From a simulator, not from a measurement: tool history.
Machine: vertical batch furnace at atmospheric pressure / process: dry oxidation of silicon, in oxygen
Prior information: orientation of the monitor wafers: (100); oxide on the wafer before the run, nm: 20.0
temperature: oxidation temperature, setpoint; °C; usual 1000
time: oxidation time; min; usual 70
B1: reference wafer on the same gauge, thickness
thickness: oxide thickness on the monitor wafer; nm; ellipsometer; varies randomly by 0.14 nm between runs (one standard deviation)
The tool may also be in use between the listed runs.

run 1 hour=0 | temperature=1000 time=70 | B1=60.5 | thickness=57.34
run 2 hour=38.3 | temperature=1000 time=70 | B1=60.51 | thickness=57.27
run 3 hour=100.2 | temperature=1000 time=70 | B1=60.52 | thickness=57.4
run 4 hour=136.9 | temperature=1000 time=70 | B1=60.5 | thickness=57.54
-- hour=276.5 boat lift adjusted
run 5 hour=284.1 | temperature=1000 time=70 | B1=60.49 | thickness=57.66
run 6 hour=322.7 | temperature=1000 time=70 | B1=60.5 | thickness=57.64
-- hour=324.8 gauge calibrated
run 7 hour=392.7 | temperature=1000 time=70 | B1=60.53 | thickness=57.77
run 8 hour=420.4 | temperature=1000 time=70 | B1=60.49 | thickness=57.64
run 9 hour=488.9 | temperature=982 time=87 | B1=60.54 | thickness=57.12
run 10 hour=560.6 | temperature=1000 time=70 | B1=60.49 | thickness=57.92
-- hour=592.5 thermocouples replaced and temperature profile calibrated
run 11 hour=606.3 | temperature=984 time=70 | B1=60.52 | thickness=50
run 12 hour=642.7 | temperature=1000 time=47 | B1=60.49 | thickness=45.21
run 13 hour=691.3 | temperature=1000 time=104 | B1=60.53 | thickness=71.26
run 14 hour=723.6 | temperature=1000 time=98.5 | B1=60.5 | thickness=68.8
run 15 hour=759.1 | temperature=1024 time=40 | B1=60.47 | thickness=49.83
run 16 hour=793.9 | temperature=1016 time=37.5 | B1=60.51 | thickness=45.42

Predict each of these 4 candidate next runs independently; none follows another, all start after run 16:
run A hour=799.5 | temperature=1000 time=70 | B1=? | thickness=?
run B hour=799.5 | temperature=1020 time=70 | B1=? | thickness=?
run C hour=799.5 | temperature=992 time=49 | B1=? | thickness=?
run D hour=799.5 | temperature=1013 time=70 | B1=? | thickness=?

run=A B1=60.51 thickness=56.33
run=B B1=60.51 thickness=66.34
run=C B1=60.51 thickness=43.77
run=D B1=60.51 thickness=62.64
The same runs, with their run-to-run variation unchanged, on a tool lacking any hidden condition would have given:
run=A thickness=56.29
run=B thickness=66.3
run=C thickness=43.75
run=D thickness=62.61

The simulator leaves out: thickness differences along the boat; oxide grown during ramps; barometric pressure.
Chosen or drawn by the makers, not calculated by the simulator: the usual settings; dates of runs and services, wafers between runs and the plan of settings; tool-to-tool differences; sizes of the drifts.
